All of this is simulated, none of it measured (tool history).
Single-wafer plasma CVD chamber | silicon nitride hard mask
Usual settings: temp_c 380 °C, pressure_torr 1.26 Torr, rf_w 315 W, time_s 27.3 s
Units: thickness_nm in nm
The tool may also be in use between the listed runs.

| run | hour | temp_c | pressure_torr | rf_w | time_s | read-back reference wafer on the same gauge, thickness_nm | thickness_nm |
|---|---|---|---|---|---|---|---|
| 1 | 0 | 380 | 1.26 | 315 | 27.3 | 28.622 | 31.922 |
| 2 | 51.5 | 380 | 1.26 | 315 | 27.3 | 28.602 | 31.949 |
| 3 | 157.7 | 380 | 1.26 | 315 | 27.3 | 28.611 | 32.078 |
|  | 191.9 | capacitance manometer re-zeroed and calibrated |
|  | 202.8 | gauge calibrated |
| 4 | 259.8 | 380 | 1.26 | 315 | 27.3 | 28.622 | 31.954 |
| 5 | 342.7 | 380 | 1.26 | 315 | 27.3 | 28.586 | 31.677 |
| 6 | 389.1 | 380 | 1.26 | 315 | 27.3 | 28.592 | 31.556 |
| 7 | 483.3 | 380 | 1.26 | 315 | 27.3 | 28.545 | 31.701 |
| 8 | 586.7 | 380 | 1.26 | 345 | 27.3 | 28.578 | 33.259 |
| 9 | 683.8 | 394 | 1.26 | 315 | 22.5 | 28.603 | 26.073 |
|  | 692.8 | RF generator calibrated |
|  | 734.2 | showerhead replaced |
| 10 | 784.1 | 393 | 1.52 | 315 | 27.3 | 28.645 | 34.28 |
| 11 | 876.2 | 384 | 1.44 | 370 | 22.2 | 28.574 | 29.907 |
| 12 | 935.2 | 367 | 1.39 | 315 | 27.3 | 28.57 | 33.857 |
| 13 | 1017.6 | 371 | 1.01 | 315 | 25.1 | 28.619 | 26.717 |
| 14 | 1056.9 | 391 | 1.45 | 315 | 30.9 | 28.599 | 38.327 |
| 15 | 1134.2 | 380 | 1.41 | 335 | 24.5 | 28.619 | 31.165 |
| 16 | 1189.7 | 380 | 1.34 | 270 | 30.6 | 28.602 | 34.264 |
| 17 | 1261.6 | 380 | 1.26 | 315 | 27.3 | 28.59 | 32.142 |
| 18 | 1359.4 | 380 | 1.26 | 315 | 27.3 | 28.619 | 32.129 |
| 19 | 1397.7 | 385 | 1.26 | 350 | 21.9 | 28.634 | 27.331 |
|  | 1418.1 | thermocouple changed; heater temperature recalibrated |
| 20 | 1459.8 | 380 | 1.5 | 315 | 31.4 | 28.576 | 39.646 |
| 21 | 1528.5 | 392 | 0.97 | 280 | 29.2 | 28.57 | 28.063 |
| 22 | 1596.5 | 394 | 1.14 | 290 | 24.3 | 28.592 | 25.963 |
| 23 | 1861.5 | 387 | 1.4 | 315 | 31.4 | 28.605 | 38.254 |
| 24 | 1944 | 380 | 1.26 | 285 | 30.6 | 28.561 | 33.855 |
| 25 | 2034.8 | 380 | 1.26 | 265 | 23.6 | 28.609 | 25.241 |
| 26 | 2123.8 | 394 | 1.02 | 315 | 27.3 | 28.599 | 28.861 |
| 27 | 2185.3 | 365 | 0.99 | 290 | 25.6 | 28.588 | 25.536 |
| 28 | 2221.4 | 380 | 1.26 | 315 | 27.3 | 28.583 | 31.918 |
| 29 | 2364.4 | 380 | 1.41 | 335 | 24.5 | 28.59 | 30.946 |

3 ways to go on from here, each from the tool as it stands after run 29. What would each give?
| A | 2364.8 | 380 | 1.26 | 315 | 27.3 | ? | ? |
| B | 2364.8 | 384 | 1.26 | 315 | 27.3 | ? | ? |
| C | 2364.8 | 374 | 1.55 | 315 | 29.8 | ? | ? |

| run | read-back reference wafer on the same gauge, thickness_nm | thickness_nm |
|---|---|---|
| A | 28.57 | 32.036 |
| B | 28.57 | 31.989 |
| C | 28.57 | 38.017 |
Without the tool's hidden state the same runs would have given:
| run | thickness_nm |
|---|---|
| A | 32.477 |
| B | 32.429 |
| C | 38.541 |
